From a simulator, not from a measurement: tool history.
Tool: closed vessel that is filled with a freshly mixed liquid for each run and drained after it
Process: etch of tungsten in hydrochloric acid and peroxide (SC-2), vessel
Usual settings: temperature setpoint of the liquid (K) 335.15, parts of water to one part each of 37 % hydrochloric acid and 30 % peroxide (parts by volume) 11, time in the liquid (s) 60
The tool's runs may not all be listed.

| run | hour | temperature setpoint of the liquid (K) | parts of water to one part each of 37 % hydrochloric acid and 30 % peroxide (parts by volume) | time in the liquid (s) | wafers since the last listed run | hours since the thermometer was replaced | hours since the chemicals flow meter was replaced | hours since the drum of peroxide was connected | hours since the gauge calibration | read-back film thickness of the tungsten reference wafer, read on the same gauge (nm) | thickness taken off the tungsten on a monitor wafer (nm) |
|---|---|---|---|---|---|---|---|---|---|---|---|
| 1 | 0 | 335.15 | 11 | 60 | 0 | 340.6 | 2000.7 | 1407.1 | 196.3 | 70.02 | 24.9 |
| 2 | 20.1 | 335.15 | 11 | 60 | 2732 | 360.7 | 2020.8 | 1427.2 | 216.4 | 70.01 | 25.02 |
| 3 | 33.5 | 335.15 | 11 | 60 | 1821 | 374.1 | 2034.2 | 1440.6 | 229.8 | 69.98 | 24.97 |
| 4 | 60.8 | 335.15 | 11 | 60 | 3711 | 401.4 | 2061.5 | 1467.9 | 257.1 | 69.99 | 25.3 |
| 5 | 85.6 | 335.15 | 11 | 60 | 3371 | 426.2 | 2086.3 | 1492.7 | 281.9 | 70.01 | 25.09 |
| 6 | 116 | 335.15 | 11 | 60 | 4132 | 456.6 | 2116.7 | 1523.1 | 312.3 | 69.97 | 25.39 |
| 7 | 146.9 | 335.15 | 11 | 60 | 4200 | 487.5 | 2147.6 | 1554 | 343.2 | 69.99 | 25.49 |
|  | 160 | thermometer replaced |
| 8 | 161.6 | 335.15 | 11 | 60 | 1862 | 1.6 | 2162.3 | 1568.7 | 357.9 | 69.97 | 23.16 |
| 9 | 175.4 | 331.65 | 8 | 30 | 1876 | 15.4 | 2176.1 | 1582.5 | 371.7 | 70.03 | 12.1 |
| 10 | 197.4 | 341.15 | 11 | 35 | 2990 | 37.4 | 2198.1 | 1604.5 | 393.7 | 70.03 | 19.61 |
| 11 | 222.6 | 335.15 | 11 | 45 | 3425 | 62.6 | 2223.3 | 1629.7 | 418.9 | 70.01 | 17.38 |
|  | 231.2 | chemicals flow meter replaced |
|  | 248.3 | gauge calibrated |
| 12 | 253.4 | 335.15 | 11 | 75 | 4051 | 93.4 | 22.2 | 1660.5 | 5.1 | 70.02 | 29.48 |
| 13 | 278 | 339.65 | 13 | 40 | 3344 | 118 | 46.8 | 1685.1 | 29.7 | 69.98 | 17.88 |
| 14 | 290.8 | 335.15 | 11 | 75 | 1740 | 130.8 | 59.6 | 1697.9 | 42.5 | 70 | 29.33 |
|  | 294.5 | new drum of peroxide connected |
| 15 | 326.6 | 335.15 | 11 | 60 | 4731 | 166.6 | 95.4 | 32.1 | 78.3 | 70.01 | 23.53 |
| 16 | 373.9 | 344.65 | 11 | 85 | 6430 | 213.9 | 142.7 | 79.4 | 125.6 | 70 | 59.06 |

How the hidden state differs across the entries between the runs, from the last listed run before each to the first after it:
Between runs 7 and 8: thermometer replaced (hour 160)
  liquid hotter than its thermometer reads (K): 1.43 -> 0.0252
  measured less the result without the state, thickness taken off the tungsten on a monitor wafer (nm): +2.15 -> +0.05
Between runs 11 and 12: chemicals flow meter replaced (hour 231.2); gauge calibrated (hour 248.3)
  liquid hotter than its thermometer reads (K): 0.161 -> 0.229
  measured less the result without the state, thickness taken off the tungsten on a monitor wafer (nm): +0.17 -> +0.42
Between runs 14 and 15: new drum of peroxide connected (hour 294.5)
  liquid hotter than its thermometer reads (K): 0.312 -> 0.392
  measured less the result without the state, thickness taken off the tungsten on a monitor wafer (nm): +0.56 -> +0.56

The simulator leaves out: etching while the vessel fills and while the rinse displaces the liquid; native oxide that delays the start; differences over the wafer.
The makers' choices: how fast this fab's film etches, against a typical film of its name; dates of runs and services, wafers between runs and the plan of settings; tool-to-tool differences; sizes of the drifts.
